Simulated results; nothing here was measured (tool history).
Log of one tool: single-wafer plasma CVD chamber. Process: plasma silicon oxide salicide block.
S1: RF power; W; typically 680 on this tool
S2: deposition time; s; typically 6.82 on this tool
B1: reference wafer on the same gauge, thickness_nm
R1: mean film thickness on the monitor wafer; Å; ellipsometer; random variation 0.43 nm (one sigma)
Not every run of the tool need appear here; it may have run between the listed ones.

Run 1, hour 0.0: usual settings; B1 65.293. Result: R1 761.20 Å.
At hour 41.8: gauge calibrated.
Run 2, hour 107.9: usual settings; B1 65.293. Result: R1 752.17 Å.
Run 3, hour 189.4: usual settings; B1 65.144. Result: R1 752.56 Å.
Run 4, hour 261.4: usual settings; B1 65.171. Result: R1 756.73 Å.
Run 5, hour 361.5: usual settings; B1 65.185. Result: R1 757.84 Å.
Run 6, hour 403.5: usual settings; B1 65.123. Result: R1 758.65 Å.
Run 7, hour 444.6: usual settings; B1 65.216. Result: R1 756.50 Å.
Run 8, hour 532.8: usual settings; B1 65.129. Result: R1 750.54 Å.
Run 9, hour 609.1: usual settings; B1 65.156. Result: R1 759.70 Å.
Run 10, hour 676.4: usual settings; B1 65.283. Result: R1 746.54 Å.
Run 11, hour 758.9: usual settings but S1 735 W, S2 7.88 s; B1 65.083. Result: R1 903.29 Å.
Run 12, hour 849.9: usual settings; B1 65.205. Result: R1 745.68 Å.
Run 13, hour 928.0: usual settings but S2 7.69 s; B1 65.192. Result: R1 847.46 Å.
Run 14, hour 985.6: usual settings but S2 7.69 s; B1 65.174. Result: R1 839.29 Å.
At hour 1000.7: RF generator calibrated.
Run 15, hour 1032.6: usual settings but S2 7.69 s; B1 65.219. Result: R1 835.22 Å.
Run 16, hour 1069.7: usual settings; B1 65.192. Result: R1 738.21 Å.
Run 17, hour 1117.8: usual settings; B1 65.111. Result: R1 724.99 Å.
Run 18, hour 1288.2: usual settings but S1 720 W, S2 5.99 s; B1 65.206. Result: R1 656.86 Å.
Run 19, hour 1382.2: usual settings but S2 6.42 s; B1 65.270. Result: R1 682.98 Å.
Run 20, hour 1463.9: usual settings but S1 560 W, S2 6.09 s; B1 65.198. Result: R1 580.75 Å.
Run 21, hour 1522.8: usual settings but S1 775 W, S2 7.48 s; B1 65.203. Result: R1 844.06 Å.
At hour 1543.0: RF generator calibrated, repeated, since the last time left the tool worse.
Run 22, hour 1591.1: usual settings but S2 6.29 s; B1 65.178. Result: R1 711.11 Å.
Run 23, hour 1657.7: usual settings but S1 600 W, S2 7.49 s; B1 65.225. Result: R1 792.83 Å.
Run 24, hour 1749.1: usual settings; B1 65.151. Result: R1 761.78 Å.
At hour 1790.2: gauge calibrated.
Run 25, hour 1819.3: usual settings but S1 565 W; B1 65.249. Result: R1 692.67 Å.
Run 26, hour 1863.9: usual settings but S1 575 W, S2 6.12 s; B1 65.188. Result: R1 626.50 Å.
Run 27, hour 1956.8: usual settings but S1 595 W, S2 6.22 s; B1 65.173. Result: R1 640.89 Å.
Run 28, hour 2056.0: usual settings but S1 800 W; B1 65.232. Result: R1 821.12 Å.
Run 29, hour 2099.6: usual settings; B1 65.136. Result: R1 756.26 Å.
Run 30, hour 2183.9: usual settings but S1 775 W, S2 6.06 s; B1 65.260. Result: R1 712.78 Å.
At hour 2222.0: showerhead replaced.
Run 31, hour 2230.8: usual settings but S1 620 W, S2 5.74 s; B1 65.190. Result: R1 600.49 Å.
At hour 2446.0: RF generator calibrated.
Run 32, hour 2470.8: usual settings but S1 755 W, S2 7.88 s; B1 65.232. Result: R1 928.64 Å.
Run 33, hour 2678.9: usual settings but S1 595 W, S2 6.36 s; B1 65.267. Result: R1 669.17 Å.
Run 34, hour 2721.0: usual settings; B1 65.146. Result: R1 760.75 Å.
Run 35, hour 2764.0: usual settings but S1 575 W, S2 5.47 s; B1 65.179. Result: R1 555.68 Å.
Run 36, hour 2852.6: usual settings but S1 740 W, S2 7.29 s; B1 65.147. Result: R1 847.49 Å.
Run 37, hour 2898.4: usual settings; B1 65.191. Result: R1 755.42 Å.
Run 38, hour 2984.0: usual settings but S1 800 W; B1 65.188. Result: R1 817.44 Å.

Hidden state, per run?
gauge reads high (%): 0 on each run
H1: delivered RF power above the setpoint (%)
run      H1
  1   -1.09
  2   -1.55
  3    -1.9
  4   -2.21
  5   -2.65
  6   -2.83
  7      -3
  8   -3.38
  9   -3.71
 10      -4
 11   -4.36
 12   -4.75
 13   -5.09
 14   -5.33
 15   -8.24
 16    -8.4
 17   -8.61
 18   -9.34
 19   -9.75
 20   -10.1
 21   -10.4
 22  -0.506
 23  -0.793
 24   -1.19
 25   -1.49
 26   -1.68
 27   -2.08
 28   -2.51
 29    -2.7
 30   -3.06
 31   -3.26
 32  -0.587
 33   -1.48
 34   -1.67
 35   -1.85
 36   -2.23
 37   -2.43
 38    -2.8

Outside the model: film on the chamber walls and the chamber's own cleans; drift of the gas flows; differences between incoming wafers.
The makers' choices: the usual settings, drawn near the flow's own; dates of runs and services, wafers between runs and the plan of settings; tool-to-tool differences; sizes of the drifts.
